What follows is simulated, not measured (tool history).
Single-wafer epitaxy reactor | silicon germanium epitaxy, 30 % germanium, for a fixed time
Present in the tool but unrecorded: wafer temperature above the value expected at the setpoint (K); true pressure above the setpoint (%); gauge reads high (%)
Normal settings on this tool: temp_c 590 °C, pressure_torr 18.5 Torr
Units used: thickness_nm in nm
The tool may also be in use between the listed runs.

run   hour  temp_c  pressure_torr  wafers since the last listed run  hours since the last pyrometer calibration  hours since the last manometer calibration  hours since the showerhead was replaced  hours since the gauge calibration  read-back reference wafer on the same gauge, thickness_nm  thickness_nm
  1    0.0     590           18.5                                 0                                      2731.1                                      1555.3                                   5232.3                               61.4                                                     56.414        53.324
  2   13.9     590           18.5                               224                                      2745.0                                      1569.2                                   5246.2                               75.3                                                     56.410        53.193
  3   23.4     590           18.5                               153                                      2754.5                                      1578.7                                   5255.7                               84.8                                                     56.401        53.190
  4   30.7     590           18.5                               118                                      2761.8                                      1586.0                                   5263.0                               92.1                                                     56.387        53.313
  5   39.9     590           18.5                               148                                      2771.0                                      1595.2                                   5272.2                              101.3                                                     56.406        53.340
  6   50.9     590           18.5                               177                                      2782.0                                      1606.2                                   5283.2                              112.3                                                     56.395        53.333
  7   64.2     590           18.5                               215                                      2795.3                                      1619.5                                   5296.5                              125.6                                                     56.387        53.264
  8   74.1     590           18.5                               160                                      2805.2                                      1629.4                                   5306.4                              135.5                                                     56.427        53.335
  9   81.7     590           18.5                               122                                      2812.8                                      1637.0                                   5314.0                              143.1                                                     56.427        53.295
 10   96.0     590           18.5                               231                                      2827.1                                      1651.3                                   5328.3                              157.4                                                     56.425        53.525
 11  106.0     590           18.5                               161                                      2837.1                                      1661.3                                   5338.3                              167.4                                                     56.416        53.629
 12  113.7     585           18.5                               124                                      2844.8                                      1669.0                                   5346.0                              175.1                                                     56.419        49.074
 13  126.5     585           18.5                               207                                      2857.6                                      1681.8                                   5358.8                              187.9                                                     56.427        49.255
     135.6  -- showerhead replaced, of another model than before
 14  140.8     579           18.5                               101                                      2871.9                                      1696.1                                      5.2                              202.2                                                     56.399        44.547
     146.0  -- gauge calibrated
     154.7  -- capacitance manometer re-zeroed and calibrated
 15  155.2     590           18.5                               103                                      2886.3                                         0.5                                     19.6                                9.2                                                     56.400        53.699
 16  162.8     587           21.2                               122                                      2893.9                                         8.1                                     27.2                               16.8                                                     56.387        52.452
 17  180.3     590           18.5                               283                                      2911.4                                        25.6                                     44.7                               34.3                                                     56.408        53.732
 18  189.4     596           18.5                               147                                      2920.5                                        34.7                                     53.8                               43.4                                                     56.410        59.086
 19  215.8     598           19.7                               427                                      2946.9                                        61.1                                     80.2                               69.8                                                     56.387        61.747
 20  243.8     577           20.0                               452                                      2974.9                                        89.1                                    108.2                               97.8                                                     56.423        43.853
 21  261.7     590           18.5                               289                                      2992.8                                       107.0                                    126.1                              115.7                                                     56.436        53.565
 22  276.2     584           20.6                               234                                      3007.3                                       121.5                                    140.6                              130.2                                                     56.403        49.522
 23  287.6     604           20.4                               184                                      3018.7                                       132.9                                    152.0                              141.6                                                     56.382        68.603
 24  295.0     598           15.3                               119                                      3026.1                                       140.3                                    159.4                              149.0                                                     56.400        58.874
     303.2  -- pyrometer calibrated
 25  312.7     575           18.5                               156                                         9.5                                       158.0                                    177.1                              166.7                                                     56.402        37.831
 26  320.4     590           17.0                               124                                        17.2                                       165.7                                    184.8                              174.4                                                     56.395        48.001
 27  327.2     590           18.5                               110                                        24.0                                       172.5                                    191.6                              181.2                                                     56.387        48.870
 28  342.8     590           18.5                               252                                        39.6                                       188.1                                    207.2                              196.8                                                     56.425        48.845
 29  359.2     598           19.7                               265                                        56.0                                       204.5                                    223.6                              213.2                                                     56.404        56.188
 30  375.4     578           17.2                               262                                        72.2                                       220.7                                    239.8                              229.4                                                     56.442        39.479
     377.2  -- gauge calibrated
 31  386.1     601           18.5                               173                                        82.9                                       231.4                                    250.5                                8.9                                                     56.419        58.441
 32  396.3     590           18.5                               165                                        93.1                                       241.6                                    260.7                               19.1                                                     56.412        48.820

Below are 3 alternative next runs, each starting from the tool's condition after run 32. Predict each:
  A  396.7     590           18.5                                 6                                        93.5                                       242.0                                    261.1                               19.5                                                          ?             ?
  B  396.7     582           21.8                                 6                                        93.5                                       242.0                                    261.1                               19.5                                                          ?             ?
  C  396.7     579           14.8                                 6                                        93.5                                       242.0                                    261.1                               19.5                                                          ?             ?

run  read-back reference wafer on the same gauge, thickness_nm  thickness_nm
  A                                                     56.389        49.102
  B                                                     56.389        44.457
  C                                                     56.389        39.252
Without the tool's unlogged condition, the same runs would have read:
run  thickness_nm
  A        49.062
  B        44.419
  C        39.219
